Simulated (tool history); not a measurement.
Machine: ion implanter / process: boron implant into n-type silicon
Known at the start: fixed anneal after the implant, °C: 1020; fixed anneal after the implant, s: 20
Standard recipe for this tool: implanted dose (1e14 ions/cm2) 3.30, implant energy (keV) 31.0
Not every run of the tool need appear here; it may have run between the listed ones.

run	hour	implanted dose (1e14 ions/cm2)	implant energy (keV)	wafers since the last listed run	hours since the last dose calibration	hours since the extraction supply was calibrated	hours since the gauge calibration	read-back reference wafer on the same gauge, sheet resistance	sheet resistance of the implanted and annealed layer (ohm/square)
1	0.0	3.30	31.0	0	2178.3	5095.6	214.8	247.09	283.79
2	12.4	3.30	31.0	196	2190.7	5108.0	227.2	246.99	283.53
3	29.3	3.30	35.0	267	2207.6	5124.9	244.1	246.91	279.60
4	38.1	3.30	35.0	139	2216.4	5133.7	252.9	246.88	279.63
5	54.2	3.30	28.5	255	2232.5	5149.8	269.0	246.96	286.32
6	64.1	3.30	28.5	156	2242.4	5159.7	278.9	247.02	285.21
7	78.8	3.30	38.0	232	2257.1	5174.4	293.6	247.08	276.75
8	94.7	3.30	38.0	251	2273.0	5190.3	309.5	247.15	278.88
9	105.1	3.30	38.0	164	2283.4	5200.7	319.9	246.97	277.60
10	118.5	3.61	26.0	212	2296.8	5214.1	333.3	246.98	267.52
11	132.7	3.61	26.0	224	2311.0	5228.3	347.5	246.94	269.73
12	147.2	3.61	26.0	229	2325.5	5242.8	362.0	247.11	269.26
13	156.7	3.30	31.0	150	2335.0	5252.3	371.5	246.94	285.17
14	167.8	3.30	31.0	175	2346.1	5263.4	382.6	247.00	283.93
15	178.2	3.30	31.0	164	2356.5	5273.8	393.0	246.99	284.78
16	184.3	3.30	36.0	96	2362.6	5279.9	399.1	246.96	279.45
17	196.0	3.30	31.0	185	2374.3	5291.6	410.8	247.08	285.42
18	205.6	3.30	31.0	152	2383.9	5301.2	420.4	246.92	284.88
19	219.4	4.20	31.0	218	2397.7	5315.0	434.2	247.03	233.48
20	270.6	3.64	31.0	811	2448.9	5366.2	485.4	246.91	264.10
21	280.3	3.61	27.5	153	2458.6	5375.9	495.1	246.97	268.67
# hour 290.5: gauge calibrated
22	295.2	4.00	24.0	236	2473.5	5390.8	4.7	246.95	251.45
23	308.7	3.96	25.5	213	2487.0	5404.3	18.2	246.90	251.92
24	325.7	3.84	25.0	269	2504.0	5421.3	35.2	246.94	258.38
# hour 347.3: Faraday cup replaced and dose calibrated
# hour 384.0: extraction supply calibrated
25	384.5	4.00	21.5	677	37.2	0.5	94.0	246.99	238.73
26	391.6	3.05	35.0	112	44.3	7.6	101.1	247.02	280.05
27	400.9	3.30	31.0	147	53.6	16.9	110.4	247.15	268.74
28	412.5	3.30	40.0	183	65.2	28.5	122.0	247.13	260.47
29	461.2	3.30	31.0	771	113.9	77.2	170.7	246.84	267.60
30	475.3	3.30	23.5	223	128.0	91.3	184.8	247.08	275.14
31	483.3	3.30	31.0	126	136.0	99.3	192.8	246.96	268.19
32	496.2	3.70	23.5	204	148.9	112.2	205.7	247.04	251.93
33	512.8	3.30	36.5	262	165.5	128.8	222.3	246.97	263.91
34	523.9	2.74	36.0	175	176.6	139.9	233.4	247.02	305.03
35	533.1	3.61	27.5	145	185.8	149.1	242.6	246.93	251.65
36	546.4	3.86	31.0	210	199.1	162.4	255.9	247.02	235.10
37	556.3	3.30	31.0	156	209.0	172.3	265.8	247.06	268.45
38	567.6	4.03	27.0	179	220.3	183.6	277.1	246.88	230.82

Below are 3 alternative next runs, each starting from the tool's condition after run 38. Predict each:
A	568.0	3.30	20.0	6	220.7	184.0	277.5	?	?
B	568.0	2.85	39.0	6	220.7	184.0	277.5	?	?
C	568.0	2.86	36.5	6	220.7	184.0	277.5	?	?

run	read-back reference wafer on the same gauge, sheet resistance	sheet resistance of the implanted and annealed layer (ohm/square)
A	247.03	280.38
B	247.03	293.81
C	247.03	295.20
Take away the tool's hidden state, keep each run's random variation, and the runs would have read:
run	sheet resistance of the implanted and annealed layer (ohm/square)
A	284.13
B	297.67
C	299.08
